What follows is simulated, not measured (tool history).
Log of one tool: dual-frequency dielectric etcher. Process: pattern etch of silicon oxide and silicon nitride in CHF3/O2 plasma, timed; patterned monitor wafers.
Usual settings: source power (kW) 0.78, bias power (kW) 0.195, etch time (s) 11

run	hour	source power (kW)	bias power (kW)	etch time (s)	read-back reference wafer on the same gauge, depth_nm	mean etch depth across the wafer (angstrom)
1	0	0.84	0.195	11	20.27	171.6
2	22.9	0.87	0.195	11	20.27	173.5
3	36	0.87	0.195	11	20.3	173.7
4	57.2	0.78	0.208	11	20.28	168.2
5	91.5	0.78	0.208	11	20.26	169.9
6	107	0.78	0.208	11	20.26	169.2
7	137.6	0.78	0.195	11	20.34	167
# hour 190.1: upper electrode replaced
8	190.6	0.78	0.195	12.5	20.33	188.5
9	191.4	0.78	0.195	12.5	20.29	187.8
# hour 221.2: wet clean of the chamber
10	222.9	0.78	0.195	11	20.29	182.5
11	254.4	0.78	0.195	11	20.31	181.8
12	269.6	0.89	0.218	12.5	20.3	226.5
# hour 276.4: source power generator calibrated
# hour 316.4: wet clean of the chamber, repeated, since the last time left the tool worse
13	316.9	0.92	0.195	11	20.34	179.3
14	318.9	0.78	0.147	13.5	20.29	195.3
# hour 353: bias power generator calibrated
15	353.5	0.78	0.195	11	20.35	171.7
16	380.9	0.78	0.195	11	20.29	169.3
# hour 416.1: gauge calibrated
17	425.3	0.78	0.195	11	20.32	171.4
18	449.2	0.65	0.222	14	20.26	211.7
19	469.1	0.6	0.244	14	20.34	210.1
20	496.9	0.78	0.195	11	20.31	170.4
21	529.2	0.6	0.24	11	20.28	163.1
22	562.6	0.97	0.224	8	20.28	139.4

5 ways to go on from here, each from the tool as it stands after run 22. What would each give?
A	563	0.78	0.195	11	?	?
B	563	0.65	0.242	8	?	?
C	563	0.86	0.148	14	?	?
D	563	0.92	0.236	10	?	?
E	563	0.78	0.195	13.5	?	?

run	read-back reference wafer on the same gauge, depth_nm	mean etch depth across the wafer (angstrom)
A	20.3	167
B	20.3	121.6
C	20.3	203.9
D	20.3	170.5
E	20.3	204.9
Without the tool's hidden state the same runs would have given:
run	mean etch depth across the wafer (angstrom)
A	170
B	123.7
C	207.6
D	173.5
E	208.6
